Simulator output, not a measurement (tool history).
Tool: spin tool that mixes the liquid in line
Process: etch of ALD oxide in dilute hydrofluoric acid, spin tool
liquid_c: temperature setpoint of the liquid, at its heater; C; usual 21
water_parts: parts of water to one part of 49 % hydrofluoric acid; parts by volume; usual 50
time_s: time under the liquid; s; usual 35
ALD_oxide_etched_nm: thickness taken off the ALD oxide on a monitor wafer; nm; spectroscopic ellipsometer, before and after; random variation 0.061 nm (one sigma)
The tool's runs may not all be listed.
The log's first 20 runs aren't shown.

run   hour  liquid_c  water_parts  time_s  read-back film thickness of the ALD oxide reference wafer, read on the same gauge (nm)  ALD_oxide_etched_nm
 21  594.5        21           50      55                                                                                  120.01                20.28
     613.3  -- thermometer replaced
 22  624.6        17           50      45                                                                                  119.99                13.25
 23  653.6        21           50      35                                                                                  119.97                12.45
 24  688.6        21           50      20                                                                                  119.99                 7.09
 25  709.2        21           65      35                                                                                  119.98                 9.34
 26  734.2        21           50      35                                                                                  119.97                 12.5
 27  751.2      24.5           65      50                                                                                  119.98                15.53
 28  773.2      24.5           35      50                                                                                  120.02                   30
     784.4  -- gauge calibrated
 29  845.4        17           30      35                                                                                  120.01                17.93
 30  875.7        21           35      45                                                                                  119.98                23.54
 31  888.3      19.5           65      20                                                                                  119.99                 5.07
 32  912.4        21           30      35                                                                                  120.02                 21.2
 33  946.8        21           40      35                                                                                  119.98                15.72
 34    970        17           70      40                                                                                  120.01                 8.43
 35  996.9        21           50      35                                                                                  120.02                12.55

Forecast each of these 3 alternatives for the next run:
  A  997.3        19           50      35                                                                                       ?                    ?
  B  997.3      22.5           50      50                                                                                       ?                    ?
  C  997.3      19.5           75      55                                                                                       ?                    ?

run  read-back film thickness of the ALD oxide reference wafer, read on the same gauge (nm)  ALD_oxide_etched_nm
  A                                                                                  119.99                11.62
  B                                                                                  119.99                19.24
  C                                                                                  119.99                12.08
Without the tool's hidden state the same runs would have given:
run  ALD_oxide_etched_nm
  A                11.44
  B                18.95
  C                11.89
